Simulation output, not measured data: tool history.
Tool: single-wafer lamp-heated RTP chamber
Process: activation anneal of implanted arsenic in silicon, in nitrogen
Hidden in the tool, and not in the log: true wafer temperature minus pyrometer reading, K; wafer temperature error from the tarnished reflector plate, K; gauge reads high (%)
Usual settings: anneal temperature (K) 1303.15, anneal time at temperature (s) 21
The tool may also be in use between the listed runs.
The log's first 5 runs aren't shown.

run,hour,anneal temperature (K),anneal time at temperature (s),wafers since the last listed run,wafers since the last pyrometer calibration,wafers since the reflector plate was cleaned,hours since the gauge calibration,"read-back reference wafer on the same gauge, sheet resistance",sheet resistance of the implanted and annealed layer (ohm/square)
6,61.6,1303.15,21,176,2354,9026,37.2,243.23,199.78
7,77.3,1303.15,21,265,2620,9292,52.9,243.07,199.15
8,90.8,1303.15,21,228,2849,9521,66.4,242.84,199.47
9,107.7,1303.15,21,286,3135,9807,83.3,243.31,199.92
10,125.6,1303.15,16,303,3438,10110,101.2,243.21,202.77
11,143,1303.15,16,294,3733,10405,118.6,242.83,203.19
12,156.8,1313.15,21,233,3967,10639,132.4,243.03,197.67
# hour 166.7: pyrometer window cleaned and pyrometer calibrated
13,173,1313.15,21,138,107,10778,148.6,243.01,199.58
14,187.3,1303.15,21,242,349,11020,162.9,242.88,201.85
15,197.8,1303.15,21,177,527,11198,173.4,242.88,201.12
16,212.1,1303.15,21,242,769,11440,187.7,242.77,201.43
17,224.7,1303.15,21,213,982,11654,200.3,243.08,201.47
# hour 234.9: reflector plate cleaned
18,240.2,1314.15,11,127,1110,89,215.8,243.11,204.5
19,256.8,1303.15,21,281,1391,371,232.4,242.61,200.19
# hour 265.9: gauge calibrated
20,267.4,1315.15,17,179,1570,550,1.5,243.14,199.94
21,278.8,1294.15,25,193,1763,743,12.9,243.04,199.95
22,290.8,1284.15,21,203,1967,947,24.9,243,206.02
23,308.7,1281.15,32,303,2270,1250,42.8,243.07,199.61
24,325.7,1303.15,21,287,2558,1538,59.8,243.06,199.65
25,338.9,1287.15,27,223,2782,1761,73,243.12,200.63
26,349.1,1290.15,26,172,2954,1934,83.2,242.99,201.07
27,366,1277.15,12,286,3241,2221,100.1,243.04,211.5
28,383.4,1274.15,14,294,3535,2515,117.5,242.8,211.33
29,395.7,1286.15,31,208,3744,2724,129.8,242.77,200.26
30,407.8,1303.15,21,204,3949,2929,141.9,243.08,199.36

Forecast run 31:
# hour 426.1: pyrometer window cleaned and pyrometer calibrated
31,426.6,1292.15,21,182,8,3112,160.7,?,?

{"run 31": {"read-back reference wafer on the same gauge, sheet resistance": 242.94, "sheet resistance of the implanted and annealed layer (ohm/square)": 205.94}}
Without the tool's hidden state the same run would have given sheet resistance of the implanted and annealed layer (ohm/square) 206.04.

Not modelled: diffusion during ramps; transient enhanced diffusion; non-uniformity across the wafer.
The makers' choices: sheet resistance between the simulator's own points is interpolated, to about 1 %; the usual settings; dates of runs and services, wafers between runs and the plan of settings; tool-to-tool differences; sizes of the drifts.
